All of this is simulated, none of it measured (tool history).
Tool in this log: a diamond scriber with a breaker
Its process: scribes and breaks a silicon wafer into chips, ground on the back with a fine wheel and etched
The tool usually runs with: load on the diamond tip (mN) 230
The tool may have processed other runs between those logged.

run   hour  load on the diamond tip (mN)  incoming depth of the damage left on the back of the incoming wafer, um  depth of the median crack under the scribed line (um)  chips rejected at inspection after the break (%)
  1      0                           178                                                                     0.48                                                   8.69                                              8.56
  2   27.5                           230                                                                     0.37                                                   9.89                                              2.91
  3   49.5                           230                                                                     0.62                                                   9.93                                              3.14
  4   64.5                           230                                                                      0.5                                                   9.78                                               2.9
  5   85.5                           230                                                                     0.71                                                   9.68                                              3.44
  6  113.5                           230                                                                     0.38                                                   9.67                                              3.48
  7    144                           230                                                                     0.64                                                   9.69                                              3.42
  8  161.3                           230                                                                     0.42                                                   9.62                                              3.68
  9  186.8                           180                                                                      0.7                                                   8.44                                              10.7
 10  210.1                           180                                                                     0.48                                                   8.42                                             11.48
 11    246                           230                                                                     0.42                                                   9.52                                               4.4
 12  273.1                           230                                                                     0.74                                                   9.41                                              4.74
 13  288.8                           230                                                                     0.71                                                    9.4                                              4.82
 14  304.3                           230                                                                     0.45                                                   9.43                                              4.95
 15  325.2                           215                                                                     0.31                                                   9.06                                              7.13
 16  354.5                           215                                                                     0.61                                                   9.54                                              4.98
 17  366.6                           215                                                                     0.54                                                   9.34                                              4.81
 18  401.2                           177                                                                     0.36                                                   8.53                                             10.85
 19  427.4                           201                                                                     0.36                                                   9.11                                              6.74
 20  443.8                           184                                                                     0.78                                                   8.61                                             10.14
 21  467.9                           211                                                                      0.7                                                  10.34                                              1.84
 22  480.7                           230                                                                     0.65                                                  10.91                                              1.47
 23  510.4                           272                                                                     0.32                                                  11.92                                              2.53
 24  535.1                           207                                                                     0.57                                                  10.32                                              2.04
 25  555.1                           275                                                                     0.44                                                   11.9                                              2.68
 26  587.7                           298                                                                     0.56                                                  12.65                                              4.24
 27  615.8                           192                                                                     0.79                                                    9.9                                              2.93
 28  629.4                           230                                                                     0.56                                                  10.83                                              1.38
 29    662                           195                                                                     0.55                                                     10                                              3.02
 30  678.1                           287                                                                     0.76                                                   12.4                                              3.21
 31  698.8                           202                                                                     0.51                                                  10.21                                              2.47
 32  713.3                           215                                                                     0.68                                                   10.4                                              1.86
 33  739.9                           172                                                                     0.38                                                   9.19                                              5.88
 34  769.2                           208                                                                     0.34                                                  10.11                                              2.27
 35    788                           258                                                                     0.42                                                  11.34                                               1.6

Missing from the log above: 2 entries noted between runs. For each, name the pair of listed runs it sits between and say how the tool's hidden condition differs from the listed run just before to the listed run just after:
In the gap between runs 15 and 16: diamond tip replaced by a new one (hour 341.4)
  share of the diamond tip's cutting effectiveness lost through wear, %: 7.54 -> 0.413; deviation of the load on the tip from its setpoint, %: -18.5 -> -19
  measured minus no-state result, depth of the median crack under the scribed line (um): -1.58 -> -1.15; chips rejected at inspection after the break (%): +5.51 -> +3.29
In the gap between runs 20 and 21: load on the tip recalibrated (hour 448.4)
  share of the diamond tip's cutting effectiveness lost through wear, %: 0.554 -> 0.63; deviation of the load on the tip from its setpoint, %: -20.5 -> 0.0989
  measured minus no-state result, depth of the median crack under the scribed line (um): -1.14 -> -0.04; chips rejected at inspection after the break (%): +6.56 -> +0.06

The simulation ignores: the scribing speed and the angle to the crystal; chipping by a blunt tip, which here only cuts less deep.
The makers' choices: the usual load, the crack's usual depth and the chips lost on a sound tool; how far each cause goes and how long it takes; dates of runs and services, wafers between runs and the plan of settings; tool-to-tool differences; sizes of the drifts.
